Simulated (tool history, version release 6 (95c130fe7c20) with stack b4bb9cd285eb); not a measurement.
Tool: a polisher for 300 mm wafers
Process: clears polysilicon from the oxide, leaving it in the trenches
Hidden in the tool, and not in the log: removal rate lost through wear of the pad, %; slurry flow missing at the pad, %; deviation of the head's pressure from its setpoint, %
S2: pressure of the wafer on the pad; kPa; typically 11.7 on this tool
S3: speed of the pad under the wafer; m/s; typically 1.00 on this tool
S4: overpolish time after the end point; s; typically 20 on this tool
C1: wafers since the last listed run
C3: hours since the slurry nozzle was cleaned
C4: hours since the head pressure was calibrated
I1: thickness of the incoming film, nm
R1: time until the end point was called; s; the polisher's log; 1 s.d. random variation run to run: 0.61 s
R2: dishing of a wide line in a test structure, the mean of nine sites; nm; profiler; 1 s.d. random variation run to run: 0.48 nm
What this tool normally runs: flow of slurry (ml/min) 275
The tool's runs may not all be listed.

Run 1, day 0.000: usual settings but S2 14.5 kPa, S3 1.22 m/s; C1 0; wafers polished on this pad 642; C3 121.4; C4 426.7; I1 365.2. Result: R1 29.8 s, R2 44.8 nm.
Run 2, day 1.808: usual settings but S2 14.5 kPa, S3 1.22 m/s; C1 492; wafers polished on this pad 1134; C3 164.8; C4 470.1; I1 360.0. Result: R1 31.2 s, R2 44.8 nm.
At day 3.700: worn pad replaced by a new one.
Run 3, day 3.721: usual settings but S2 14.5 kPa, S3 1.22 m/s; C1 475; wafers polished on this pad 5; C3 210.7; C4 516.0; I1 364.4. Result: R1 29.7 s, R2 46.2 nm.
Run 4, day 6.292: usual settings; C1 699; wafers polished on this pad 705; C3 272.4; C4 577.7; I1 364.5. Result: R1 41.6 s, R2 44.5 nm.
Run 5, day 7.496: usual settings; C1 327; wafers polished on this pad 1033; C3 301.3; C4 606.6; I1 355.5. Result: R1 41.5 s, R2 43.6 nm.
Run 6, day 9.608: usual settings; C1 575; wafers polished on this pad 1608; C3 352.0; C4 657.3; I1 361.5. Result: R1 46.2 s, R2 43.2 nm.
At day 10.396: worn pad replaced by a new one.
Run 7, day 11.292: usual settings; C1 412; wafers polished on this pad 244; C3 392.4; C4 697.7; I1 361.3. Result: R1 43.0 s, R2 43.0 nm.
Run 8, day 12.325: usual settings; C1 281; wafers polished on this pad 525; C3 417.2; C4 722.5; I1 358.7. Result: R1 42.9 s, R2 43.3 nm.
Run 9, day 13.346: usual settings but flow of slurry (ml/min) 360, S2 8.3 kPa; C1 277; wafers polished on this pad 803; C3 441.7; C4 747.0; I1 361.6. Result: R1 59.1 s, R2 40.7 nm.
Run 10, day 14.442: usual settings but flow of slurry (ml/min) 315, S2 13.1 kPa, S4 29 s; C1 298; wafers polished on this pad 1101; C3 468.0; C4 773.3; I1 358.5. Result: R1 39.5 s, R2 44.1 nm.
At day 16.392: worn pad replaced by a new one.
At day 16.479: slurry nozzle cleaned.
Run 11, day 18.042: usual settings but S3 0.76 m/s; C1 923; wafers polished on this pad 438; C3 37.5; C4 859.7; I1 363.5. Result: R1 47.8 s, R2 42.6 nm.
At day 19.229: head pressure recalibrated.
Run 12, day 20.596: usual settings but S4 17 s; C1 672; wafers polished on this pad 1111; C3 98.8; C4 32.8; I1 363.7. Result: R1 43.0 s, R2 43.7 nm.
At day 22.804: worn pad replaced by a new one.
Run 13, day 23.362: usual settings; C1 707; wafers polished on this pad 152; C3 165.2; C4 99.2; I1 366.4. Result: R1 42.2 s, R2 44.0 nm.
Run 14, day 24.821: usual settings but S2 7.6 kPa, S3 1.10 m/s, S4 14 s; C1 397; wafers polished on this pad 549; C3 200.2; C4 134.2; I1 362.7. Result: R1 59.5 s, R2 37.5 nm.
Run 15, day 27.392: usual settings but flow of slurry (ml/min) 325, S2 14.5 kPa, S3 1.26 m/s, S4 15 s; C1 699; wafers polished on this pad 1249; C3 261.9; C4 195.9; I1 354.1. Result: R1 29.1 s, R2 44.1 nm.
At day 28.358: worn pad replaced by a new one.
Run 16, day 29.175: usual settings; C1 440; wafers polished on this pad 222; C3 304.7; C4 238.7; I1 362.0. Result: R1 41.4 s, R2 43.3 nm.

What the log doesn't show, run by run:
deviation of the head's pressure from its setpoint, %: 0 at every run
H1: removal rate lost through wear of the pad, %
H2: slurry flow missing at the pad, %
run     H1    H2
  1   3.05  3.37
  2   5.95  5.67
  3  0.324  8.87
  4   1.97  14.4
  5   3.85  17.5
  6   8.88  23.6
  7  0.442  29.2
  8   1.16  32.9
  9   2.38  36.8
 10   4.26  41.3
 11  0.716  5.07
 12   4.38  6.62
 13  0.381  9.87
 14    1.3  12.2
 15   5.47  17.5
 16   0.57    22

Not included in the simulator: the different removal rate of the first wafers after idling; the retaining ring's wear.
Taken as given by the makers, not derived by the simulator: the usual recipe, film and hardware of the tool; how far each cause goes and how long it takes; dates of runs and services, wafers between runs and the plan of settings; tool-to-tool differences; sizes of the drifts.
